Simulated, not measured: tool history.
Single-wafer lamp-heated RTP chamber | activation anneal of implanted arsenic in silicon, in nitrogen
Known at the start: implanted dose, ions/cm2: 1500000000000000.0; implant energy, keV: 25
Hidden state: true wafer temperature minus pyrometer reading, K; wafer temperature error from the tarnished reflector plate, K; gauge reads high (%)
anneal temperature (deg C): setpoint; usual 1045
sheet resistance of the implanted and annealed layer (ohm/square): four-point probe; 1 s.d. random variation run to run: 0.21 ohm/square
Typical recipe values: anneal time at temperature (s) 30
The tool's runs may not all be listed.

| run | hour | anneal temperature (deg C) | anneal time at temperature (s) | wafers since the last listed run | wafers since the last pyrometer calibration | wafers since the reflector plate was cleaned | hours since the gauge calibration | read-back reference wafer on the same gauge, sheet resistance | sheet resistance of the implanted and annealed layer (ohm/square) |
|---|---|---|---|---|---|---|---|---|---|
| 1 | 0.0 | 1045 | 30 | 0 | 1779 | 6794 | 128.2 | 116.02 | 102.42 |
| 2 | 18.4 | 1058 | 30 | 187 | 1967 | 6982 | 146.6 | 116.00 | 98.51 |
| 3 | 41.7 | 1058 | 30 | 237 | 2204 | 7220 | 169.9 | 116.03 | 97.98 |
| 4 | 69.6 | 1058 | 30 | 284 | 2489 | 7504 | 197.8 | 115.98 | 98.09 |
| 5 | 88.2 | 1060 | 30 | 189 | 2679 | 7694 | 216.4 | 116.00 | 97.46 |
|  | 111.3 | pyrometer window cleaned and pyrometer calibrated |
| 6 | 111.8 | 1060 | 30 | 159 | 4 | 7853 | 240.0 | 115.99 | 97.83 |
| 7 | 126.8 | 1045 | 30 | 152 | 157 | 8006 | 255.0 | 116.00 | 101.95 |
|  | 140.3 | reflector plate cleaned |
|  | 143.7 | gauge calibrated |
| 8 | 159.4 | 1066 | 13 | 250 | 408 | 195 | 15.7 | 116.01 | 108.05 |
| 9 | 188.1 | 1045 | 30 | 292 | 701 | 487 | 44.4 | 116.01 | 103.70 |
| 10 | 211.0 | 1062 | 45 | 233 | 934 | 721 | 67.3 | 116.06 | 94.12 |
| 11 | 241.3 | 1033 | 21 | 308 | 1243 | 1030 | 97.6 | 116.03 | 111.70 |
| 12 | 264.4 | 1017 | 43 | 235 | 1479 | 1265 | 120.7 | 116.02 | 107.55 |
| 13 | 289.2 | 1031 | 42 | 252 | 1732 | 1518 | 145.5 | 115.98 | 103.49 |
| 14 | 303.8 | 1045 | 30 | 148 | 1881 | 1667 | 160.1 | 116.02 | 103.40 |
| 15 | 335.7 | 1045 | 30 | 325 | 2206 | 1992 | 192.0 | 115.98 | 103.15 |

Each row is a separate what-if for the run after 15, all from the same tool condition, not one after another. Results?
| A | 336.1 | 1045 | 30 | 4 | 2210 | 1997 | 192.4 | ? | ? |
| B | 336.1 | 1067 | 12 | 4 | 2210 | 1997 | 192.4 | ? | ? |
| C | 336.1 | 1059 | 20 | 4 | 2210 | 1997 | 192.4 | ? | ? |
| D | 336.1 | 1037 | 21 | 4 | 2210 | 1997 | 192.4 | ? | ? |
| E | 336.1 | 1017 | 30 | 4 | 2210 | 1997 | 192.4 | ? | ? |

| run | read-back reference wafer on the same gauge, sheet resistance | sheet resistance of the implanted and annealed layer (ohm/square) |
|---|---|---|
| A | 115.98 | 103.10 |
| B | 115.98 | 108.02 |
| C | 115.98 | 104.05 |
| D | 115.98 | 110.00 |
| E | 115.98 | 111.92 |
With no hidden state in the tool, these same runs would have given:
| run | sheet resistance of the implanted and annealed layer (ohm/square) |
|---|---|
| A | 104.40 |
| B | 109.26 |
| C | 105.30 |
| D | 111.34 |
| E | 113.38 |
